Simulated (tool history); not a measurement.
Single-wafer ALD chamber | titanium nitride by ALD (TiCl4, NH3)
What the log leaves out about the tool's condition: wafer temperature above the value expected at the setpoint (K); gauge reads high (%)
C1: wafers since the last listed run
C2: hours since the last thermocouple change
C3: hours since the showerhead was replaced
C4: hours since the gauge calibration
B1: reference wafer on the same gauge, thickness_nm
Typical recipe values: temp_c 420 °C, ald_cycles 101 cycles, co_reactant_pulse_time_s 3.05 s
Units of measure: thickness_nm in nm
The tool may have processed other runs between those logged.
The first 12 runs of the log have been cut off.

run 13 hour=581.1 | temp_c=420 ald_cycles=101 co_reactant_pulse_time_s=3.05 | C1=202 C2=1685.3 C3=6415.3 C4=2033.4 | B1=2.571 | thickness_nm=2.309
run 14 hour=621.7 | temp_c=412 ald_cycles=101 co_reactant_pulse_time_s=3.67 | C1=125 C2=1725.9 C3=6455.9 C4=2074.0 | B1=2.571 | thickness_nm=2.307
run 15 hour=655.0 | temp_c=420 ald_cycles=101 co_reactant_pulse_time_s=3.41 | C1=103 C2=1759.2 C3=6489.2 C4=2107.3 | B1=2.571 | thickness_nm=2.298
run 16 hour=691.0 | temp_c=420 ald_cycles=101 co_reactant_pulse_time_s=3.41 | C1=111 C2=1795.2 C3=6525.2 C4=2143.3 | B1=2.572 | thickness_nm=2.311
run 17 hour=732.2 | temp_c=415 ald_cycles=101 co_reactant_pulse_time_s=3.05 | C1=127 C2=1836.4 C3=6566.4 C4=2184.5 | B1=2.571 | thickness_nm=2.308
-- hour=767.0 showerhead replaced
run 18 hour=772.5 | temp_c=420 ald_cycles=101 co_reactant_pulse_time_s=2.23 | C1=99 C2=1876.7 C3=5.5 C4=2224.8 | B1=2.569 | thickness_nm=2.272
-- hour=780.4 gauge calibrated
run 19 hour=813.2 | temp_c=430 ald_cycles=112 co_reactant_pulse_time_s=2.55 | C1=125 C2=1917.4 C3=46.2 C4=32.8 | B1=2.571 | thickness_nm=2.534
run 20 hour=871.0 | temp_c=420 ald_cycles=101 co_reactant_pulse_time_s=3.05 | C1=178 C2=1975.2 C3=104.0 C4=90.6 | B1=2.570 | thickness_nm=2.304
run 21 hour=940.7 | temp_c=420 ald_cycles=117 co_reactant_pulse_time_s=2.21 | C1=215 C2=2044.9 C3=173.7 C4=160.3 | B1=2.571 | thickness_nm=2.629
run 22 hour=977.9 | temp_c=428 ald_cycles=110 co_reactant_pulse_time_s=2.56 | C1=115 C2=2082.1 C3=210.9 C4=197.5 | B1=2.571 | thickness_nm=2.493
run 23 hour=1143.0 | temp_c=420 ald_cycles=101 co_reactant_pulse_time_s=3.05 | C1=511 C2=2247.2 C3=376.0 C4=362.6 | B1=2.571 | thickness_nm=2.301
run 24 hour=1202.1 | temp_c=428 ald_cycles=110 co_reactant_pulse_time_s=2.56 | C1=182 C2=2306.3 C3=435.1 C4=421.7 | B1=2.569 | thickness_nm=2.496
run 25 hour=1254.7 | temp_c=420 ald_cycles=101 co_reactant_pulse_time_s=3.05 | C1=162 C2=2358.9 C3=487.7 C4=474.3 | B1=2.571 | thickness_nm=2.296
-- hour=1295.8 thermocouple changed; heater temperature recalibrated
run 26 hour=1305.8 | temp_c=420 ald_cycles=84 co_reactant_pulse_time_s=2.02 | C1=133 C2=10.0 C3=538.8 C4=525.4 | B1=2.570 | thickness_nm=1.887
run 27 hour=1365.0 | temp_c=428 ald_cycles=110 co_reactant_pulse_time_s=3.73 | C1=183 C2=69.2 C3=598.0 C4=584.6 | B1=2.570 | thickness_nm=2.533
run 28 hour=1414.7 | temp_c=412 ald_cycles=90 co_reactant_pulse_time_s=3.05 | C1=153 C2=118.9 C3=647.7 C4=634.3 | B1=2.570 | thickness_nm=2.052
run 29 hour=1484.9 | temp_c=405 ald_cycles=101 co_reactant_pulse_time_s=3.05 | C1=217 C2=189.1 C3=717.9 C4=704.5 | B1=2.570 | thickness_nm=2.296
run 30 hour=1522.0 | temp_c=420 ald_cycles=111 co_reactant_pulse_time_s=3.40 | C1=114 C2=226.2 C3=755.0 C4=741.6 | B1=2.570 | thickness_nm=2.546
run 31 hour=1565.9 | temp_c=420 ald_cycles=86 co_reactant_pulse_time_s=3.05 | C1=135 C2=270.1 C3=798.9 C4=785.5 | B1=2.571 | thickness_nm=1.954
run 32 hour=1624.6 | temp_c=420 ald_cycles=101 co_reactant_pulse_time_s=3.05 | C1=181 C2=328.8 C3=857.6 C4=844.2 | B1=2.570 | thickness_nm=2.299
run 33 hour=1693.0 | temp_c=415 ald_cycles=101 co_reactant_pulse_time_s=3.05 | C1=211 C2=397.2 C3=926.0 C4=912.6 | B1=2.569 | thickness_nm=2.309
run 34 hour=1761.1 | temp_c=415 ald_cycles=87 co_reactant_pulse_time_s=2.56 | C1=210 C2=465.3 C3=994.1 C4=980.7 | B1=2.569 | thickness_nm=1.970
run 35 hour=1805.3 | temp_c=433 ald_cycles=109 co_reactant_pulse_time_s=3.05 | C1=136 C2=509.5 C3=1038.3 C4=1024.9 | B1=2.568 | thickness_nm=2.476

Forecast each of these 5 alternatives for the next run:
run A hour=1806.0 | temp_c=420 ald_cycles=101 co_reactant_pulse_time_s=3.05 | C1=2 C2=510.2 C3=1039.0 C4=1025.6 | B1=? | thickness_nm=?
run B hour=1806.0 | temp_c=410 ald_cycles=93 co_reactant_pulse_time_s=2.33 | C1=2 C2=510.2 C3=1039.0 C4=1025.6 | B1=? | thickness_nm=?
run C hour=1806.0 | temp_c=411 ald_cycles=112 co_reactant_pulse_time_s=3.86 | C1=2 C2=510.2 C3=1039.0 C4=1025.6 | B1=? | thickness_nm=?
run D hour=1806.0 | temp_c=420 ald_cycles=83 co_reactant_pulse_time_s=2.63 | C1=2 C2=510.2 C3=1039.0 C4=1025.6 | B1=? | thickness_nm=?
run E hour=1806.0 | temp_c=428 ald_cycles=87 co_reactant_pulse_time_s=3.05 | C1=2 C2=510.2 C3=1039.0 C4=1025.6 | B1=? | thickness_nm=?

run=A B1=2.569 thickness_nm=2.291
run=B B1=2.569 thickness_nm=2.081
run=C B1=2.569 thickness_nm=2.556
run=D B1=2.569 thickness_nm=1.873
run=E B1=2.569 thickness_nm=1.975
Had the tool no hidden state, the same runs would have come out as:
run=A thickness_nm=2.291
run=B thickness_nm=2.081
run=C thickness_nm=2.556
run=D thickness_nm=1.873
run=E thickness_nm=1.975
